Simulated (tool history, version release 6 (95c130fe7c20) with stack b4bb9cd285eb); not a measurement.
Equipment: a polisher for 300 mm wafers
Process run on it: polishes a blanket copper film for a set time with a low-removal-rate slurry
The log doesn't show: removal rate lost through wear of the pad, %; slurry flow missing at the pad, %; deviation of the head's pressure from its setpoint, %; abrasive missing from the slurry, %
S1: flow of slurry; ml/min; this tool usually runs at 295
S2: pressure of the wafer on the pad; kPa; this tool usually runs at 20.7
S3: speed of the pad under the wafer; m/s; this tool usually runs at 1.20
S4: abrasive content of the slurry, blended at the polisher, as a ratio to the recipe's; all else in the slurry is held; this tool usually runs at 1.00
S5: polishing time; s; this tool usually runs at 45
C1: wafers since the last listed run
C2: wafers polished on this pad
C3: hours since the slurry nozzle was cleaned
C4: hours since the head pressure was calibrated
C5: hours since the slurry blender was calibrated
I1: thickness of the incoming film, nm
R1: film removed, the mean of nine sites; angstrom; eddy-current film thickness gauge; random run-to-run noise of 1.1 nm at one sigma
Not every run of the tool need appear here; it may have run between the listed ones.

{"run": 1, "day": 0.0, "S1": 295, "S2": 20.7, "S3": 1.2, "S4": 1.0, "S5": 45, "C1": 0, "C2": 674, "C3": 59.0, "C4": 1308.6, "C5": 82.0, "I1": 1408.3, "R1": 1326}
{"run": 2, "day": 0.542, "S1": 295, "S2": 20.7, "S3": 1.2, "S4": 1.0, "S5": 45, "C1": 125, "C2": 800, "C3": 72.0, "C4": 1321.6, "C5": 95.0, "I1": 1393.4, "R1": 1323}
{"run": 3, "day": 1.5, "S1": 295, "S2": 20.7, "S3": 1.2, "S4": 1.0, "S5": 45, "C1": 221, "C2": 1021, "C3": 95.0, "C4": 1344.6, "C5": 118.0, "I1": 1404.5, "R1": 1312}
{"run": 4, "day": 2.492, "S1": 295, "S2": 20.7, "S3": 1.2, "S4": 1.0, "S5": 45, "C1": 229, "C2": 1251, "C3": 118.8, "C4": 1368.4, "C5": 141.8, "I1": 1385.7, "R1": 1321}
{"run": 5, "day": 3.029, "S1": 295, "S2": 20.7, "S3": 1.2, "S4": 1.0, "S5": 45, "C1": 124, "C2": 1375, "C3": 131.7, "C4": 1381.3, "C5": 154.7, "I1": 1407.5, "R1": 1327}
{"run": 6, "day": 4.142, "S1": 295, "S2": 20.7, "S3": 1.44, "S4": 1.0, "S5": 45, "C1": 257, "C2": 1632, "C3": 158.4, "C4": 1408.0, "C5": 181.4, "I1": 1393.6, "R1": 1501}
{"day": 5.025, "done": "worn pad replaced by a new one"}
{"run": 7, "day": 5.554, "S1": 295, "S2": 20.7, "S3": 1.2, "S4": 0.85, "S5": 45, "C1": 288, "C2": 122, "C3": 192.3, "C4": 1441.9, "C5": 215.3, "I1": 1394.9, "R1": 1271}
{"run": 8, "day": 6.292, "S1": 295, "S2": 20.7, "S3": 1.2, "S4": 0.85, "S5": 45, "C1": 170, "C2": 292, "C3": 210.0, "C4": 1459.6, "C5": 233.0, "I1": 1396.1, "R1": 1251}
{"day": 6.633, "done": "slurry blender recalibrated"}
{"run": 9, "day": 6.942, "S1": 295, "S2": 20.7, "S3": 1.2, "S4": 0.85, "S5": 45, "C1": 131, "C2": 423, "C3": 225.6, "C4": 1475.2, "C5": 7.4, "I1": 1387.9, "R1": 1231}
{"run": 10, "day": 7.988, "S1": 295, "S2": 20.7, "S3": 1.2, "S4": 1.0, "S5": 45, "C1": 241, "C2": 665, "C3": 250.7, "C4": 1500.3, "C5": 32.5, "I1": 1407.6, "R1": 1298}
{"run": 11, "day": 9.246, "S1": 295, "S2": 20.7, "S3": 1.2, "S4": 1.0, "S5": 45, "C1": 291, "C2": 956, "C3": 280.9, "C4": 1530.5, "C5": 62.7, "I1": 1406.1, "R1": 1304}
{"run": 12, "day": 10.496, "S1": 295, "S2": 20.7, "S3": 1.2, "S4": 1.0, "S5": 45, "C1": 289, "C2": 1245, "C3": 310.9, "C4": 1560.5, "C5": 92.7, "I1": 1388.6, "R1": 1287}
{"day": 10.817, "done": "head pressure recalibrated"}
{"run": 13, "day": 11.525, "S1": 295, "S2": 15.2, "S3": 1.2, "S4": 1.0, "S5": 45, "C1": 218, "C2": 1464, "C3": 335.6, "C4": 17.0, "C5": 117.4, "I1": 1409.4, "R1": 1032}
{"run": 14, "day": 12.329, "S1": 345, "S2": 20.7, "S3": 1.58, "S4": 0.7, "S5": 45, "C1": 186, "C2": 1650, "C3": 354.9, "C4": 36.3, "C5": 136.7, "I1": 1365.4, "R1": 1600}
{"day": 12.962, "done": "worn pad replaced by a new one"}
{"day": 13.238, "done": "slurry nozzle cleaned"}
{"run": 15, "day": 13.554, "S1": 265, "S2": 20.7, "S3": 1.2, "S4": 0.75, "S5": 45, "C1": 235, "C2": 127, "C3": 7.6, "C4": 65.7, "C5": 166.1, "I1": 1385.6, "R1": 1331}
{"run": 16, "day": 14.067, "S1": 295, "S2": 20.7, "S3": 1.2, "S4": 1.0, "S5": 45, "C1": 118, "C2": 246, "C3": 19.9, "C4": 78.0, "C5": 178.4, "I1": 1405.8, "R1": 1435}
{"run": 17, "day": 15.371, "S1": 385, "S2": 22.8, "S3": 0.92, "S4": 1.2, "S5": 45, "C1": 301, "C2": 547, "C3": 51.2, "C4": 109.3, "C5": 209.7, "I1": 1382.3, "R1": 1379}
{"run": 18, "day": 16.725, "S1": 295, "S2": 20.7, "S3": 1.2, "S4": 1.0, "S5": 56, "C1": 313, "C2": 861, "C3": 83.7, "C4": 141.8, "C5": 242.2, "I1": 1394.0, "R1": 1753}
{"day": 17.646, "done": "slurry blender recalibrated"}
{"run": 19, "day": 17.825, "S1": 295, "S2": 20.7, "S3": 1.2, "S4": 0.9, "S5": 45, "C1": 235, "C2": 1096, "C3": 110.1, "C4": 168.2, "C5": 4.3, "I1": 1420.4, "R1": 1380}
{"run": 20, "day": 18.767, "S1": 295, "S2": 15.9, "S3": 1.2, "S4": 0.85, "S5": 36, "C1": 217, "C2": 1314, "C3": 132.7, "C4": 190.8, "C5": 26.9, "I1": 1386.8, "R1": 825}
{"run": 21, "day": 20.071, "S1": 295, "S2": 20.7, "S3": 1.2, "S4": 1.0, "S5": 45, "C1": 301, "C2": 1615, "C3": 164.0, "C4": 222.1, "C5": 58.2, "I1": 1373.4, "R1": 1378}
{"run": 22, "day": 20.871, "S1": 295, "S2": 17.2, "S3": 1.4, "S4": 1.25, "S5": 45, "C1": 185, "C2": 1800, "C3": 183.2, "C4": 241.3, "C5": 77.4, "I1": 1389.7, "R1": 1389}
{"day": 21.075, "done": "worn pad replaced by a new one"}
{"run": 23, "day": 21.688, "S1": 335, "S2": 20.7, "S3": 0.84, "S4": 1.0, "S5": 58, "C1": 150, "C2": 141, "C3": 202.8, "C4": 260.9, "C5": 97.0, "I1": 1406.9, "R1": 1379}
{"run": 24, "day": 23.038, "S1": 380, "S2": 20.7, "S3": 1.2, "S4": 1.0, "S5": 45, "C1": 312, "C2": 454, "C3": 235.2, "C4": 293.3, "C5": 129.4, "I1": 1393.0, "R1": 1400}
{"run": 25, "day": 24.533, "S1": 295, "S2": 20.7, "S3": 1.2, "S4": 1.3, "S5": 45, "C1": 346, "C2": 800, "C3": 271.1, "C4": 329.2, "C5": 165.3, "I1": 1387.0, "R1": 1435}
{"day": 25.404, "done": "slurry nozzle cleaned"}
{"run": 26, "day": 25.446, "S1": 295, "S2": 18.6, "S3": 1.2, "S4": 1.0, "S5": 45, "C1": 201, "C2": 1001, "C3": 1.0, "C4": 351.1, "C5": 187.2, "I1": 1396.2, "R1": 1233}
{"run": 27, "day": 26.658, "S1": 295, "S2": 20.7, "S3": 1.2, "S4": 1.0, "S5": 45, "C1": 280, "C2": 1282, "C3": 30.1, "C4": 380.2, "C5": 216.3, "I1": 1390.9, "R1": 1376}
{"day": 27.821, "done": "slurry blender recalibrated"}
{"day": 27.933, "done": "worn pad replaced by a new one"}
{"run": 28, "day": 27.958, "S1": 295, "S2": 24.1, "S3": 1.2, "S4": 1.0, "S5": 45, "C1": 255, "C2": 5, "C3": 61.3, "C4": 411.4, "C5": 3.3, "I1": 1375.7, "R1": 1609}
{"run": 29, "day": 28.65, "S1": 245, "S2": 25.5, "S3": 0.98, "S4": 1.0, "S5": 45, "C1": 160, "C2": 165, "C3": 77.9, "C4": 428.0, "C5": 19.9, "I1": 1391.3, "R1": 1421}

5 options for the next run, each taken on its own from the tool as it stands now. Forecast them:
{"run": "A", "day": 28.667, "S1": 295, "S2": 20.7, "S3": 1.2, "S4": 1.0, "S5": 45, "C1": 3, "C2": 169, "C3": 78.3, "C4": 428.4, "C5": 20.3, "I1": 1412.6, "R1": "?"}
{"run": "B", "day": 28.667, "S1": 245, "S2": 20.7, "S3": 1.2, "S4": 1.2, "S5": 39, "C1": 3, "C2": 169, "C3": 78.3, "C4": 428.4, "C5": 20.3, "I1": 1412.6, "R1": "?"}
{"run": "C", "day": 28.667, "S1": 295, "S2": 16.5, "S3": 1.2, "S4": 1.0, "S5": 45, "C1": 3, "C2": 169, "C3": 78.3, "C4": 428.4, "C5": 20.3, "I1": 1412.6, "R1": "?"}
{"run": "D", "day": 28.667, "S1": 210, "S2": 20.7, "S3": 1.2, "S4": 1.0, "S5": 38, "C1": 3, "C2": 169, "C3": 78.3, "C4": 428.4, "C5": 20.3, "I1": 1412.6, "R1": "?"}
{"run": "E", "day": 28.667, "S1": 210, "S2": 20.7, "S3": 1.44, "S4": 1.0, "S5": 45, "C1": 3, "C2": 169, "C3": 78.3, "C4": 428.4, "C5": 20.3, "I1": 1412.6, "R1": "?"}

run=A R1=1370
run=B R1=1226
run=C R1=1096
run=D R1=1133
run=E R1=1551
Without the tool's hidden state the same runs would have given:
run=A R1=1468
run=B R1=1316
run=C R1=1175
run=D R1=1216
run=E R1=1665
